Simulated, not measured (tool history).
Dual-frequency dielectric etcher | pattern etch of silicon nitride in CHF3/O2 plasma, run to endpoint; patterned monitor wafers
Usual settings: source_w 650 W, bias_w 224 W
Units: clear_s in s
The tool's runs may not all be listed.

run	hour	source_w	bias_w	incoming incoming film thickness, nm	clear_s
1	0.0	650	224	87.3	52.6
2	11.9	650	224	87.6	52.5
3	19.7	650	224	87.2	52.5
4	36.5	650	224	87.1	52.2
5	50.0	650	224	87.3	52.8
6	65.0	650	224	86.8	51.9
7	85.3	650	224	86.5	51.5
# hour 112.2: upper electrode replaced, of another model than before
# hour 131.2: wet clean of the chamber
8	131.7	650	224	86.7	54.6
9	132.0	710	224	86.7	52.1
10	132.4	650	224	86.9	54.9
11	132.7	570	224	86.5	59.1
# hour 137.7: source power generator calibrated
12	142.9	650	224	86.9	54.6
# hour 155.6: bias power generator calibrated
13	156.1	790	243	86.2	48.1
14	170.6	550	224	87.5	60.4
15	182.6	650	181	86.7	57.0
16	200.2	650	224	87.3	54.8

What the log doesn't show, run by run:
source power that arrives over what is set, %: 0 in every run
bias power that arrives over what is set, %: 0 in every run
H1: etch rate over this chamber's usual, %
run	H1
1	4.43
2	4.56
3	4.64
4	4.82
5	4.97
6	5.13
7	5.35
8	-0.183
9	-0.18
10	-0.176
11	-0.172
12	-0.0635
13	0.0774
14	0.232
15	0.36
16	0.548
